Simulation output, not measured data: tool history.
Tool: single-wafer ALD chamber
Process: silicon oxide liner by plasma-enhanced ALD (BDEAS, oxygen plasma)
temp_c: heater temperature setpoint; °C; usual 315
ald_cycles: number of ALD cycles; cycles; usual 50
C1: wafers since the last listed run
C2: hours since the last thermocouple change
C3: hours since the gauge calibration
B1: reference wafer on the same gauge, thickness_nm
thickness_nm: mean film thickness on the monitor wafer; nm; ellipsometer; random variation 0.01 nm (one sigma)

{"run": 1, "hour": 0.0, "temp_c": 315, "ald_cycles": 50, "C1": 0, "C2": 1391.0, "C3": 140.0, "B1": 3.56, "thickness_nm": 4.257}
{"run": 2, "hour": 14.2, "temp_c": 315, "ald_cycles": 50, "C1": 106, "C2": 1405.2, "C3": 154.2, "B1": 3.559, "thickness_nm": 4.235}
{"run": 3, "hour": 33.6, "temp_c": 315, "ald_cycles": 50, "C1": 145, "C2": 1424.6, "C3": 173.6, "B1": 3.558, "thickness_nm": 4.244}
{"run": 4, "hour": 61.7, "temp_c": 315, "ald_cycles": 50, "C1": 211, "C2": 1452.7, "C3": 201.7, "B1": 3.558, "thickness_nm": 4.256}
{"run": 5, "hour": 95.9, "temp_c": 315, "ald_cycles": 50, "C1": 257, "C2": 1486.9, "C3": 235.9, "B1": 3.559, "thickness_nm": 4.255}
{"run": 6, "hour": 114.0, "temp_c": 308, "ald_cycles": 50, "C1": 136, "C2": 1505.0, "C3": 254.0, "B1": 3.559, "thickness_nm": 4.27}
{"run": 7, "hour": 135.9, "temp_c": 315, "ald_cycles": 50, "C1": 164, "C2": 1526.9, "C3": 275.9, "B1": 3.559, "thickness_nm": 4.235}
{"run": 8, "hour": 152.4, "temp_c": 315, "ald_cycles": 43, "C1": 124, "C2": 1543.4, "C3": 292.4, "B1": 3.559, "thickness_nm": 3.645}
{"run": 9, "hour": 182.1, "temp_c": 315, "ald_cycles": 43, "C1": 223, "C2": 1573.1, "C3": 322.1, "B1": 3.561, "thickness_nm": 3.649}
{"run": 10, "hour": 194.7, "temp_c": 315, "ald_cycles": 50, "C1": 94, "C2": 1585.7, "C3": 334.7, "B1": 3.561, "thickness_nm": 4.239}
{"run": 11, "hour": 212.7, "temp_c": 330, "ald_cycles": 46, "C1": 135, "C2": 1603.7, "C3": 352.7, "B1": 3.559, "thickness_nm": 3.834}
{"run": 12, "hour": 227.2, "temp_c": 315, "ald_cycles": 43, "C1": 109, "C2": 1618.2, "C3": 367.2, "B1": 3.56, "thickness_nm": 3.648}
{"hour": 228.0, "done": "gauge calibrated"}
{"run": 13, "hour": 252.5, "temp_c": 315, "ald_cycles": 50, "C1": 190, "C2": 1643.5, "C3": 24.5, "B1": 3.56, "thickness_nm": 4.249}
{"run": 14, "hour": 281.8, "temp_c": 330, "ald_cycles": 50, "C1": 220, "C2": 1672.8, "C3": 53.8, "B1": 3.559, "thickness_nm": 4.152}
{"hour": 322.2, "done": "thermocouple changed; heater temperature recalibrated"}
{"run": 15, "hour": 322.7, "temp_c": 315, "ald_cycles": 50, "C1": 247, "C2": 0.5, "C3": 94.7, "B1": 3.561, "thickness_nm": 4.252}
{"run": 16, "hour": 400.7, "temp_c": 326, "ald_cycles": 47, "C1": 587, "C2": 78.5, "C3": 172.7, "B1": 3.558, "thickness_nm": 3.933}
{"run": 17, "hour": 430.4, "temp_c": 305, "ald_cycles": 47, "C1": 223, "C2": 108.2, "C3": 202.4, "B1": 3.56, "thickness_nm": 4.021}
{"run": 18, "hour": 456.1, "temp_c": 323, "ald_cycles": 55, "C1": 193, "C2": 133.9, "C3": 228.1, "B1": 3.56, "thickness_nm": 4.611}
{"run": 19, "hour": 485.8, "temp_c": 302, "ald_cycles": 54, "C1": 223, "C2": 163.6, "C3": 257.8, "B1": 3.561, "thickness_nm": 4.666}
{"run": 20, "hour": 512.9, "temp_c": 326, "ald_cycles": 46, "C1": 203, "C2": 190.7, "C3": 284.9, "B1": 3.561, "thickness_nm": 3.862}
{"run": 21, "hour": 539.8, "temp_c": 315, "ald_cycles": 46, "C1": 202, "C2": 217.6, "C3": 311.8, "B1": 3.559, "thickness_nm": 3.905}

Hidden state at the last listed run before each entry between runs and at the first one after, where it differs:
Between runs 12 and 13: gauge calibrated (hour 228.0)
  no hidden state differs between the two runs
Between runs 14 and 15: thermocouple changed; heater temperature recalibrated (hour 322.2)
  no hidden state differs between the two runs

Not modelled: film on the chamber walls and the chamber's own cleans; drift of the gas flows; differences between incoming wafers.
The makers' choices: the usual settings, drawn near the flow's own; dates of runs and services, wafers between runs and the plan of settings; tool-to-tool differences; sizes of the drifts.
